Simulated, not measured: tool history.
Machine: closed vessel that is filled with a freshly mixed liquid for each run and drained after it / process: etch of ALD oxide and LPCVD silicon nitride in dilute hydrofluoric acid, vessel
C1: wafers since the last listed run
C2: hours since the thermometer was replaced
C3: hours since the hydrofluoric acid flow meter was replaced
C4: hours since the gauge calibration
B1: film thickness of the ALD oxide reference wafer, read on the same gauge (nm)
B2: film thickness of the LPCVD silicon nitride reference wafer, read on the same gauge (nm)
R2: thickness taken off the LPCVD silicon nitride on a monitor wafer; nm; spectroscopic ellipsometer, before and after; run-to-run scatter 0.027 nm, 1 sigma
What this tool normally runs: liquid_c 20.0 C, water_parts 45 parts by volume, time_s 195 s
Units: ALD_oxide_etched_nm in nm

run 1 hour=0.0 | liquid_c=22.5 water_parts=45 time_s=195 | C1=0 C2=2433.0 C3=1243.4 C4=65.1 | B1=80.01 B2=49.964 | ALD_oxide_etched_nm=36.88 R2=1.693
run 2 hour=11.4 | liquid_c=22.5 water_parts=45 time_s=195 | C1=1418 C2=2444.4 C3=1254.8 C4=76.5 | B1=79.99 B2=50.026 | ALD_oxide_etched_nm=36.51 R2=1.671
run 3 hour=17.5 | liquid_c=20.0 water_parts=40 time_s=155 | C1=759 C2=2450.5 C3=1260.9 C4=82.6 | B1=79.99 B2=49.988 | ALD_oxide_etched_nm=29.64 R2=1.268
run 4 hour=51.3 | liquid_c=20.0 water_parts=40 time_s=155 | C1=4206 C2=2484.3 C3=1294.7 C4=116.4 | B1=80.00 B2=50.042 | ALD_oxide_etched_nm=29.43 R2=1.225
run 5 hour=67.7 | liquid_c=20.0 water_parts=40 time_s=155 | C1=2041 C2=2500.7 C3=1311.1 C4=132.8 | B1=80.01 B2=50.011 | ALD_oxide_etched_nm=29.48 R2=1.225
run 6 hour=80.7 | liquid_c=20.0 water_parts=45 time_s=195 | C1=1618 C2=2513.7 C3=1324.1 C4=145.8 | B1=80.03 B2=49.987 | ALD_oxide_etched_nm=32.62 R2=1.390
run 7 hour=95.1 | liquid_c=20.0 water_parts=45 time_s=195 | C1=1792 C2=2528.1 C3=1338.5 C4=160.2 | B1=79.99 B2=50.014 | ALD_oxide_etched_nm=32.57 R2=1.375
-- hour=101.6 thermometer replaced
-- hour=107.4 hydrofluoric acid flow meter replaced
run 8 hour=112.0 | liquid_c=20.0 water_parts=45 time_s=195 | C1=1854 C2=10.4 C3=4.6 C4=177.1 | B1=80.02 B2=50.023 | ALD_oxide_etched_nm=38.22 R2=1.619
-- hour=118.0 gauge calibrated
run 9 hour=118.3 | liquid_c=24.5 water_parts=65 time_s=80 | C1=784 C2=16.7 C3=10.9 C4=0.3 | B1=80.03 B2=50.006 | ALD_oxide_etched_nm=12.71 R2=0.612
run 10 hour=127.4 | liquid_c=20.0 water_parts=45 time_s=195 | C1=1132 C2=25.8 C3=20.0 C4=9.4 | B1=80.02 B2=50.011 | ALD_oxide_etched_nm=38.20 R2=1.596
run 11 hour=144.5 | liquid_c=20.0 water_parts=60 time_s=250 | C1=2128 C2=42.9 C3=37.1 C4=26.5 | B1=80.04 B2=50.019 | ALD_oxide_etched_nm=36.06 R2=1.554
run 12 hour=155.4 | liquid_c=20.0 water_parts=60 time_s=195 | C1=1356 C2=53.8 C3=48.0 C4=37.4 | B1=79.99 B2=49.997 | ALD_oxide_etched_nm=27.83 R2=1.266
run 13 hour=166.6 | liquid_c=20.0 water_parts=45 time_s=260 | C1=1394 C2=65.0 C3=59.2 C4=48.6 | B1=79.97 B2=49.974 | ALD_oxide_etched_nm=50.09 R2=2.099
run 14 hour=174.7 | liquid_c=20.0 water_parts=45 time_s=195 | C1=1008 C2=73.1 C3=67.3 C4=56.7 | B1=80.05 B2=49.973 | ALD_oxide_etched_nm=37.61 R2=1.590
run 15 hour=187.7 | liquid_c=24.5 water_parts=45 time_s=150 | C1=1618 C2=86.1 C3=80.3 C4=69.7 | B1=79.95 B2=49.988 | ALD_oxide_etched_nm=34.94 R2=1.677
run 16 hour=194.5 | liquid_c=20.0 water_parts=45 time_s=195 | C1=846 C2=92.9 C3=87.1 C4=76.5 | B1=80.01 B2=49.987 | ALD_oxide_etched_nm=37.62 R2=1.607
run 17 hour=209.1 | liquid_c=22.0 water_parts=55 time_s=225 | C1=1817 C2=107.5 C3=101.7 C4=91.1 | B1=80.01 B2=50.010 | ALD_oxide_etched_nm=38.29 R2=1.758

Results per run with the tool's hidden condition removed, run-to-run variation unchanged:
Unlogged tool condition in this case: liquid hotter than its thermometer reads (K); hydrofluoric acid flow below the setpoint (%); gauge reads high (%).
run=1 ALD_oxide_etched_nm=42.91 R2=1.946
run=2 ALD_oxide_etched_nm=42.55 R2=1.923
run=3 ALD_oxide_etched_nm=34.51 R2=1.459
run=4 ALD_oxide_etched_nm=34.41 R2=1.415
run=5 ALD_oxide_etched_nm=34.54 R2=1.418
run=6 ALD_oxide_etched_nm=38.31 R2=1.611
run=7 ALD_oxide_etched_nm=38.32 R2=1.597
run=8 ALD_oxide_etched_nm=38.52 R2=1.630
run=9 ALD_oxide_etched_nm=12.82 R2=0.617
run=10 ALD_oxide_etched_nm=38.56 R2=1.610
run=11 ALD_oxide_etched_nm=36.47 R2=1.570
run=12 ALD_oxide_etched_nm=28.18 R2=1.281
run=13 ALD_oxide_etched_nm=50.77 R2=2.126
run=14 ALD_oxide_etched_nm=38.16 R2=1.611
run=15 ALD_oxide_etched_nm=35.50 R2=1.701
run=16 ALD_oxide_etched_nm=38.24 R2=1.632
run=17 ALD_oxide_etched_nm=38.99 R2=1.788
